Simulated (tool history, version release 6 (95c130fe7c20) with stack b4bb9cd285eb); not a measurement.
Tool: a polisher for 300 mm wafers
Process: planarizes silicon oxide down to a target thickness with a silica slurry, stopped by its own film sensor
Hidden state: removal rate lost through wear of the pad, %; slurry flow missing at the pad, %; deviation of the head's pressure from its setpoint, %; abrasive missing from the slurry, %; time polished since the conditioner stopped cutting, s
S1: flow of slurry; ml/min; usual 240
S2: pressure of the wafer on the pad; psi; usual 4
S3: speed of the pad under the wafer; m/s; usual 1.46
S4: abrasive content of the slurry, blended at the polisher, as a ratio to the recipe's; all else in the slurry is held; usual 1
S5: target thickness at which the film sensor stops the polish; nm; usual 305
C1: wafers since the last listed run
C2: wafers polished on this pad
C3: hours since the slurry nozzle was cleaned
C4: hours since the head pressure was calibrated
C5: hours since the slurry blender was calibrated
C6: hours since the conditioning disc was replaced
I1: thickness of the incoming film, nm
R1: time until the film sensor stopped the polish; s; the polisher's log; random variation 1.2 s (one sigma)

run	day	S1	S2	S3	S4	S5	C1	C2	C3	C4	C5	C6	I1	R1
1	0	240	4	1.46	1	305	0	755	500.5	1239.9	169.5	228.8	592.9	74.2
# day 0.325: slurry nozzle cleaned
2	1.325	305	4	1.46	1	305	439	1194	24	1271.7	201.3	260.6	606.9	78.2
3	2.979	240	4	1.46	1	305	566	1761	63.7	1311.4	241	300.3	604.6	77.3
# day 4.492: conditioning disc replaced and pad reconditioned
4	5.375	240	4	1.46	1	305	792	2553	121.2	1368.9	298.5	21.2	604.2	76.6
# day 6.533: slurry blender recalibrated
5	7.967	240	4	1.46	1	305	859	3412	183.4	1431.1	34.4	83.4	589.3	66.8
# day 8.371: head pressure recalibrated
6	8.996	240	4	1.46	1	305	323	3736	208.1	15	59.1	108.1	599.4	73.5
7	10.288	240	3.2	1.46	1	305	442	4179	239.1	46	90.1	139.1	596.9	89.3
# day 12.258: worn pad replaced by a new one
8	12.45	240	3.2	1.46	1	305	683	65	291	97.9	142	191	604.8	94.6
9	14.817	240	3.2	1.46	1	305	810	875	347.8	154.7	198.8	247.8	594.5	90.9
10	16.862	310	4	1.46	1	305	700	1576	396.9	203.8	247.9	296.9	612.4	79.2
11	18.9	240	4	1.46	1	305	697	2274	445.8	252.7	296.8	345.8	597.1	78.1
# day 19.642: slurry blender recalibrated
# day 20.479: slurry nozzle cleaned
# day 20.558: conditioning disc replaced and pad reconditioned
12	21.779	315	4	1.96	1.2	237	916	3190	31.2	321.8	51.3	29.3	600.6	62.1
13	22.975	290	4	1.46	1	305	409	3600	59.9	350.5	80	58	594	72.1
# day 24.95: worn pad replaced by a new one
14	29.454	240	4	1.46	1	305	2162	1542	215.4	506	235.5	213.5	595.1	76.3
15	32.446	240	4	1.46	0.75	231	1024	2567	287.2	577.8	307.3	285.3	596.5	114
# day 33.308: slurry blender recalibrated
# day 33.575: conditioning disc replaced and pad reconditioned
16	34.362	285	3.6	1.46	1	278	599	3166	333.2	623.8	25.3	18.9	611.3	88.3
17	39.471	240	4	1.46	0.7	222	1749	4916	455.8	746.4	147.9	141.5	605.4	118.6
# day 41.029: worn pad replaced by a new one
18	41.4	240	3.1	1.46	1	332	603	127	502.1	792.7	194.2	187.8	595	85
# day 41.779: slurry nozzle cleaned
19	42.688	240	4	1.58	1.1	305	426	554	21.8	823.6	225.1	218.7	609.2	71.3
20	44.95	240	3.3	1.46	0.8	385	774	1329	76.1	877.9	279.4	273	596.5	75.2
21	47.471	270	4	1.46	1	305	863	2192	136.6	938.4	339.9	333.5	593.6	77.6
# day 47.742: conditioning disc replaced and pad reconditioned
# day 48.75: slurry blender recalibrated
22	49.825	240	3.3	1.46	1	305	749	2941	193.1	994.9	25.8	50	600.2	91.2
23	52.038	165	4	1.46	1	305	757	3699	246.2	1048	78.9	103.1	605	76.1
24	54.258	240	3.6	1.46	0.75	305	760	4460	299.5	1101.3	132.2	156.4	605.6	97.9
# day 57.017: worn pad replaced by a new one
25	57.038	195	4	1.16	1.25	373	894	7	366.2	1168	198.9	223.1	600.4	66.2

Forecast each of these 4 alternatives for the next run:
A	57.054	240	4.6	1.46	1	305	5	13	366.6	1168.4	199.3	223.5	601	?
B	57.054	275	3	1.62	0.75	305	5	13	366.6	1168.4	199.3	223.5	601	?
C	57.054	240	4	1.46	1	268	5	13	366.6	1168.4	199.3	223.5	601	?
D	57.054	240	2.9	1.46	1	377	5	13	366.6	1168.4	199.3	223.5	601	?

run	R1
A	67.6
B	110.6
C	87.4
D	81.1
Without the tool's hidden state the same runs would have given:
run	R1
A	63.4
B	102.7
C	82
D	76.1
